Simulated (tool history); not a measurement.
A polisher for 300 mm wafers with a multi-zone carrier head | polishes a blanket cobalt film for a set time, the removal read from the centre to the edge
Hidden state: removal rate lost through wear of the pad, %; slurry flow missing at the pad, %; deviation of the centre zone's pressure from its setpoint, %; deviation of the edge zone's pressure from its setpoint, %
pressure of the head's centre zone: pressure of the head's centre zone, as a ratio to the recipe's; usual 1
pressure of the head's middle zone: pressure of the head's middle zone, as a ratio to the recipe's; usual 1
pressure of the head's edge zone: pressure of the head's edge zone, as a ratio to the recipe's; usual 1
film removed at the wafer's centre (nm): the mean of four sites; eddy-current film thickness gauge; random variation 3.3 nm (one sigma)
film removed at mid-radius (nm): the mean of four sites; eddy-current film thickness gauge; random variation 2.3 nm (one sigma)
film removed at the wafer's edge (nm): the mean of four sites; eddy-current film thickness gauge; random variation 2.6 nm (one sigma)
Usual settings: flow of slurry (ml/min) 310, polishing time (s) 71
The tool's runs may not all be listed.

run   hour  flow of slurry (ml/min)  pressure of the head's centre zone  pressure of the head's middle zone  pressure of the head's edge zone  polishing time (s)  wafers since the last listed run  wafers polished on this pad  hours since the slurry nozzle was cleaned  hours since the centre zone pressure was calibrated  hours since the edge zone pressure was calibrated  hours since the carrier head's membrane was replaced  incoming thickness of the incoming film, nm  film removed at the wafer's centre (nm)  film removed at mid-radius (nm)  film removed at the wafer's edge (nm)
  1      0                      310                                   1                                   1                                 1                  71                                 0                          596                                      269.1                                                404.9                                              801.7                                                1586.9                                         1333                                    273.9                            296.1                                  288.7
  2   32.3                      310                                   1                                   1                                 1                  71                               333                          930                                      301.4                                                437.2                                                834                                                1619.2                                       1324.2                                    260.7                            278.8                                  275.9
  3   45.1                      310                                   1                                1.05                                 1                  71                               132                         1062                                      314.2                                                  450                                              846.8                                                  1632                                       1322.1                                    260.2                            288.7                                  270.4
        55  -- worn pad replaced by a new one
  4   62.7                      310                                   1                                   1                                 1                  71                               140                           79                                      331.8                                                467.6                                              864.4                                                1649.6                                       1314.7                                    275.8                            299.4                                  292.1
  5   97.3                      310                                   1                                   1                                 1                  71                               357                          436                                      366.4                                                502.2                                                899                                                1684.2                                       1334.5                                      276                            293.5                                  291.1
  6  116.3                      310                                1.04                                   1                                 1                  71                               196                          633                                      385.4                                                521.2                                                918                                                1703.2                                       1311.1                                    283.6                            292.3                                  287.1
  7  150.6                      310                                1.04                                   1                                 1                  71                               354                          987                                      419.7                                                555.5                                              952.3                                                1737.5                                       1317.1                                    273.2                              283                                  273.8
     178.8  -- worn pad replaced by a new one
     216.1  -- carrier head's membrane replaced by a new one
  8  248.4                      310                                   1                                   1                                 1                  71                               917                          667                                      517.5                                                653.3                                             1050.1                                                  32.3                                       1296.9                                    268.6                              292                                  280.3
  9  266.1                      310                                   1                                   1                                 1                  71                               182                          850                                      535.2                                                  671                                             1067.8                                                    50                                       1308.2                                    256.4                            280.7                                  278.1
     282.1  -- edge zone pressure recalibrated
     285.9  -- worn pad replaced by a new one
 10    288                      310                                   1                                   1                                 1                  71                               166                           22                                      557.1                                                692.9                                                5.9                                                  71.9                                       1340.7                                    270.5                            297.6                                  295.6
     301.7  -- slurry nozzle cleaned
     314.3  -- centre zone pressure recalibrated
 11  322.9                      310                                1.06                                   1                              0.93                  55                               329                          351                                       21.2                                                  8.6                                               40.8                                                 106.8                                       1326.4                                    242.3                            230.1                                  215.3
 12  345.4                      215                                0.95                                   1                              0.92                  71                               232                          584                                       43.7                                                 31.1                                               63.3                                                 129.3                                       1327.4                                    258.3                            279.2                                  263.7
 13  378.7                      410                                   1                                1.09                                 1                  71                               344                          928                                         77                                                 64.4                                               96.6                                                 162.6                                       1322.2                                    282.2                            309.5                                  282.4
       411  -- worn pad replaced by a new one
 14  411.5                      310                                1.11                                1.07                              1.07                  63                               297                            4                                      109.8                                                 97.2                                              129.4                                                 195.4                                       1320.5                                    288.4                            281.4                                  274.2
 15  441.7                      365                                   1                                   1                                 1                  47                               312                          317                                        140                                                127.4                                              159.6                                                 225.6                                       1347.4                                    196.2                            202.4                                  193.5

Forecast each of these 3 alternatives for the next run:
  A  442.1                      310                                   1                                   1                              1.07                  71                                 4                          321                                      140.4                                                127.8                                                160                                                   226                                       1318.6                                        ?                                ?                                      ?
  B  442.1                      310                                1.05                                   1                              0.89                  71                                 4                          321                                      140.4                                                127.8                                                160                                                   226                                       1318.6                                        ?                                ?                                      ?
  C  442.1                      310                                   1                                0.91                              0.96                  93                                 4                          321                                      140.4                                                127.8                                                160                                                   226                                       1318.6                                        ?                                ?                                      ?

run  film removed at the wafer's centre (nm)  film removed at mid-radius (nm)  film removed at the wafer's edge (nm)
  A                                    289.7                            297.2                                  305.5
  B                                    303.9                            297.2                                  279.8
  C                                    379.2                            359.7                                  380.1
Without the tool's hidden state the same runs would have given:
run  film removed at the wafer's centre (nm)  film removed at mid-radius (nm)  film removed at the wafer's edge (nm)
  A                                    299.8                            300.6                                  309.1
  B                                    314.5                            300.6                                  283.1
  C                                    392.4                            363.8                                  384.5
